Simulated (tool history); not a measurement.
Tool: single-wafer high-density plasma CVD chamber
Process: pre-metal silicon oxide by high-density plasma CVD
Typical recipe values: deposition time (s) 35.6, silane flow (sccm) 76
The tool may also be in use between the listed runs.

run,hour,deposition time (s),silane flow (sccm),"read-back reference wafer on the same gauge, thickness_nm",mean film thickness on the monitor wafer (Å)
1,0,35.6,84,236.853,2721.49
2,106.3,35.6,84,237.876,2731.15
3,131.9,35.6,84,237.786,2730.31
4,189.6,35.6,76,238.087,2471.24
5,252,35.6,76,238.389,2463.6
6,298.6,35.6,76,238.721,2484.9
7,339.7,35.6,83,238.916,2714.84
8,392.9,33.3,76,238.888,2325.67
9,434,33.3,76,239.092,2334.08
10,485,35.6,68,239.432,2234.07
11,522.9,35.6,68,239.129,2232.25
12,583,35.6,68,239.662,2225.94
13,632.1,35.6,70,239.561,2292.34
14,668.6,39.6,72,239.579,2626.01
15,723.8,35.6,76,239.898,2494.56
16,744.7,39.8,64,239.632,2347.51
17,786.8,35.6,89,239.84,2921.64
18,840.3,35.6,87,239.712,2857.74
19,894.7,38.8,90,240.154,3219.48
20,962.5,33.3,71,240.002,2186.75
21,1015.8,35.6,87,240.198,2856.96
22,1044.3,42.1,90,239.927,3479.45
23,1103.1,31.7,85,240.003,2486.78
24,1156.3,37.9,68,237.285,2353.16
25,1345.9,31.7,85,238.39,2468.41
26,1405.3,32.7,67,238.629,2015.18

Put back what was entered between runs (2 entries, withheld): which listed runs does each sit between, and how does the hidden state differ from the listed run before to the listed run after?
After run 14, before run 15: silane flow controller replaced (hour 723.3)
  gauge reads high (%): 1.1 -> 1.14
  what was measured, less what the result would be without the hidden state, mean film thickness on the monitor wafer (Å): +28.61 -> +28.05
After run 23, before run 24: gauge calibrated (hour 1123.2)
  gauge reads high (%): 1.29 -> 0.0906
  what was measured, less what the result would be without the hidden state, mean film thickness on the monitor wafer (Å): +31.63 -> +2.13
